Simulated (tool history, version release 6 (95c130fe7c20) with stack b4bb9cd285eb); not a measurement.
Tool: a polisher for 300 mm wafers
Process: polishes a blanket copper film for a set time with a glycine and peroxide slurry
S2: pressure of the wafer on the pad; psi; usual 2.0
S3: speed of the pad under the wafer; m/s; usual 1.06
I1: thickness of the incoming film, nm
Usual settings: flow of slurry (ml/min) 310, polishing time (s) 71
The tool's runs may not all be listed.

run 1 day=0.000 | flow_of_slurry_(ml/min)=260 S2=2.0 S3=1.06 polishing_time_(s)=71 | I1=1587.2 | film_removed_(angstrom)=2630
run 2 day=1.100 | flow_of_slurry_(ml/min)=260 S2=2.0 S3=1.06 polishing_time_(s)=71 | I1=1607.4 | film_removed_(angstrom)=2596
-- day=1.925 worn pad replaced by a new one
run 3 day=3.783 | flow_of_slurry_(ml/min)=260 S2=2.0 S3=1.06 polishing_time_(s)=71 | I1=1590.6 | film_removed_(angstrom)=2566
run 4 day=6.346 | flow_of_slurry_(ml/min)=310 S2=2.5 S3=1.06 polishing_time_(s)=71 | I1=1595.0 | film_removed_(angstrom)=2978
-- day=6.500 slurry nozzle cleaned
run 5 day=8.075 | flow_of_slurry_(ml/min)=310 S2=2.5 S3=1.06 polishing_time_(s)=71 | I1=1608.4 | film_removed_(angstrom)=3227
-- day=9.679 worn pad replaced by a new one
run 6 day=9.700 | flow_of_slurry_(ml/min)=310 S2=2.0 S3=1.06 polishing_time_(s)=56 | I1=1593.8 | film_removed_(angstrom)=2171
run 7 day=12.138 | flow_of_slurry_(ml/min)=310 S2=2.0 S3=1.06 polishing_time_(s)=71 | I1=1593.5 | film_removed_(angstrom)=2629
run 8 day=13.496 | flow_of_slurry_(ml/min)=310 S2=2.0 S3=1.06 polishing_time_(s)=71 | I1=1598.3 | film_removed_(angstrom)=2636
run 9 day=15.992 | flow_of_slurry_(ml/min)=310 S2=2.0 S3=1.06 polishing_time_(s)=89 | I1=1587.3 | film_removed_(angstrom)=3217
run 10 day=17.779 | flow_of_slurry_(ml/min)=310 S2=2.0 S3=1.06 polishing_time_(s)=71 | I1=1578.5 | film_removed_(angstrom)=2592
-- day=18.804 worn pad replaced by a new one
-- day=19.933 slurry nozzle cleaned
run 11 day=20.688 | flow_of_slurry_(ml/min)=395 S2=2.0 S3=0.82 polishing_time_(s)=61 | I1=1578.2 | film_removed_(angstrom)=2013
run 12 day=22.129 | flow_of_slurry_(ml/min)=265 S2=1.4 S3=1.06 polishing_time_(s)=82 | I1=1611.7 | film_removed_(angstrom)=2263
-- day=23.679 head pressure recalibrated
run 13 day=24.642 | flow_of_slurry_(ml/min)=245 S2=2.0 S3=1.06 polishing_time_(s)=71 | I1=1585.4 | film_removed_(angstrom)=2613
run 14 day=25.896 | flow_of_slurry_(ml/min)=310 S2=2.0 S3=1.40 polishing_time_(s)=71 | I1=1603.6 | film_removed_(angstrom)=3192
-- day=26.238 worn pad replaced by a new one
run 15 day=34.308 | flow_of_slurry_(ml/min)=310 S2=1.6 S3=0.92 polishing_time_(s)=71 | I1=1593.5 | film_removed_(angstrom)=1957
-- day=34.904 worn pad replaced by a new one
run 16 day=35.779 | flow_of_slurry_(ml/min)=310 S2=2.2 S3=0.88 polishing_time_(s)=71 | I1=1583.0 | film_removed_(angstrom)=2420
-- day=36.796 slurry nozzle cleaned
run 17 day=37.379 | flow_of_slurry_(ml/min)=220 S2=2.0 S3=1.06 polishing_time_(s)=95 | I1=1591.9 | film_removed_(angstrom)=3500
run 18 day=38.654 | flow_of_slurry_(ml/min)=310 S2=2.0 S3=1.16 polishing_time_(s)=96 | I1=1620.2 | film_removed_(angstrom)=3810

Forecast run 19:
run 19 day=40.838 | flow_of_slurry_(ml/min)=310 S2=2.0 S3=1.06 polishing_time_(s)=71 | I1=1577.4 | film_removed_(angstrom)=?

Run 19 gave film removed (angstrom) 2697.
Without the tool's hidden state the same run would have given film removed (angstrom) 2799.
